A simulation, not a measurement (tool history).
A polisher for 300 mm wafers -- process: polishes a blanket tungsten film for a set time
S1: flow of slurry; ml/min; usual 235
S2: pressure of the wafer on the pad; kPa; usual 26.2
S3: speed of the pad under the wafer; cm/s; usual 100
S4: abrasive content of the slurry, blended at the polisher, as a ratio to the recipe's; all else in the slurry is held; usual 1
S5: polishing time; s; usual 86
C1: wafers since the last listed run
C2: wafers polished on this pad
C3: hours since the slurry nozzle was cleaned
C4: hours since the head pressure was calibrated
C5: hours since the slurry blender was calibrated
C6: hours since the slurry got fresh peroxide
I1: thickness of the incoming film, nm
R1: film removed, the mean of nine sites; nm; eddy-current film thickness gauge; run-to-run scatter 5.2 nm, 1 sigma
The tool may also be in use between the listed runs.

| run | day | S1 | S2 | S3 | S4 | S5 | C1 | C2 | C3 | C4 | C5 | C6 | I1 | R1 |
|---|---|---|---|---|---|---|---|---|---|---|---|---|---|---|
| 1 | 0 | 235 | 26.2 | 100 | 1 | 86 | 0 | 298 | 23 | 982.2 | 33.5 | 13.8 | 1580.9 | 392.5 |
| 2 | 0.675 | 235 | 26.2 | 100 | 1 | 86 | 93 | 391 | 39.2 | 998.4 | 49.7 | 30 | 1559.5 | 394.5 |
| 3 | 1.358 | 235 | 26.2 | 100 | 1 | 86 | 94 | 486 | 55.6 | 1014.8 | 66.1 | 46.4 | 1574.9 | 394.7 |
| 4 | 1.758 | 235 | 20.7 | 100 | 0.85 | 86 | 55 | 541 | 65.2 | 1024.4 | 75.7 | 56 | 1591.7 | 315.1 |
| 5 | 2.146 | 275 | 26.2 | 100 | 0.75 | 96 | 53 | 595 | 74.5 | 1033.7 | 85 | 65.3 | 1560.7 | 412.4 |
| 6 | 2.712 | 280 | 26.2 | 90 | 1 | 86 | 78 | 673 | 88.1 | 1047.3 | 98.6 | 78.9 | 1577.2 | 351.7 |
|  | 3.038 | worn pad replaced by a new one |
| 7 | 3.079 | 235 | 26.2 | 100 | 1 | 86 | 27 | 5 | 96.9 | 1056.1 | 107.4 | 87.7 | 1582.8 | 389.9 |
| 8 | 3.738 | 235 | 26.2 | 100 | 1 | 59 | 91 | 97 | 112.7 | 1071.9 | 123.2 | 103.5 | 1573 | 268.1 |
| 9 | 4.454 | 235 | 26.2 | 100 | 1 | 86 | 99 | 196 | 129.9 | 1089.1 | 140.4 | 120.7 | 1604.5 | 387.8 |
| 10 | 5.2 | 235 | 33.8 | 100 | 1 | 103 | 103 | 299 | 147.8 | 1107 | 158.3 | 138.6 | 1581.2 | 597.9 |
| 11 | 5.475 | 270 | 26.2 | 100 | 1.2 | 78 | 38 | 337 | 154.4 | 1113.6 | 164.9 | 145.2 | 1588.5 | 385.3 |
| 12 | 5.788 | 235 | 26.2 | 100 | 1 | 86 | 43 | 380 | 161.9 | 1121.1 | 172.4 | 152.7 | 1565.5 | 392.6 |
|  | 5.996 | slurry tank refilled with fresh slurry and peroxide |
| 13 | 6.292 | 280 | 26.2 | 100 | 1 | 86 | 63 | 444 | 174 | 1133.2 | 184.5 | 7.1 | 1572.4 | 391.1 |
|  | 6.696 | slurry blender recalibrated |
|  | 6.8 | slurry nozzle cleaned |
| 14 | 6.821 | 235 | 29 | 100 | 1 | 86 | 55 | 500 | 0.5 | 1145.9 | 3 | 19.8 | 1578.5 | 426.5 |
|  | 7.396 | worn pad replaced by a new one |
| 15 | 7.417 | 305 | 20 | 100 | 0.85 | 86 | 59 | 3 | 14.8 | 1160.2 | 17.3 | 34.1 | 1607.4 | 314.4 |
|  | 7.746 | head pressure recalibrated |
| 16 | 7.767 | 300 | 26.2 | 78 | 1 | 95 | 36 | 40 | 23.2 | 0.5 | 25.7 | 42.5 | 1584.2 | 350.2 |
| 17 | 8.2 | 235 | 26.2 | 128 | 1 | 107 | 59 | 100 | 33.6 | 10.9 | 36.1 | 52.9 | 1592.1 | 623.8 |
| 18 | 8.867 | 235 | 26.2 | 100 | 1 | 86 | 92 | 192 | 49.6 | 26.9 | 52.1 | 68.9 | 1576.5 | 393.9 |
| 19 | 9.204 | 235 | 26.2 | 66 | 1 | 74 | 46 | 238 | 57.7 | 35 | 60.2 | 77 | 1602.6 | 215.6 |
| 20 | 9.7 | 200 | 33.1 | 100 | 1 | 66 | 68 | 307 | 69.6 | 46.9 | 72.1 | 88.9 | 1567 | 355 |
| 21 | 10.238 | 235 | 26.2 | 100 | 1 | 103 | 74 | 381 | 82.5 | 59.8 | 85 | 101.8 | 1590.8 | 471.1 |
| 22 | 10.617 | 235 | 26.2 | 116 | 1 | 86 | 52 | 434 | 91.6 | 68.9 | 94.1 | 110.9 | 1601.1 | 450.3 |
| 23 | 11.117 | 235 | 20.7 | 100 | 1 | 86 | 69 | 503 | 103.6 | 80.9 | 106.1 | 122.9 | 1579.3 | 325.6 |
| 24 | 11.833 | 195 | 26.2 | 100 | 1.3 | 86 | 99 | 602 | 120.8 | 98.1 | 123.3 | 140.1 | 1604 | 404.2 |
|  | 11.958 | slurry tank refilled with fresh slurry and peroxide |
|  | 12.338 | worn pad replaced by a new one |
| 25 | 12.567 | 235 | 26.2 | 100 | 1 | 86 | 72 | 31 | 138.4 | 115.7 | 140.9 | 14.6 | 1574.1 | 390.9 |
| 26 | 12.946 | 295 | 26.2 | 100 | 1 | 106 | 52 | 84 | 147.5 | 124.8 | 150 | 23.7 | 1582.4 | 496.7 |

The tool's hidden state at each run:
removal rate lost through wear of the pad, %: 0 in every run
slurry flow missing at the pad, %: 0 in every run
deviation of the head's pressure from its setpoint, %: 0 in every run
abrasive missing from the slurry, %: 0 in every run
peroxide lost from the slurry, %: 0 in every run

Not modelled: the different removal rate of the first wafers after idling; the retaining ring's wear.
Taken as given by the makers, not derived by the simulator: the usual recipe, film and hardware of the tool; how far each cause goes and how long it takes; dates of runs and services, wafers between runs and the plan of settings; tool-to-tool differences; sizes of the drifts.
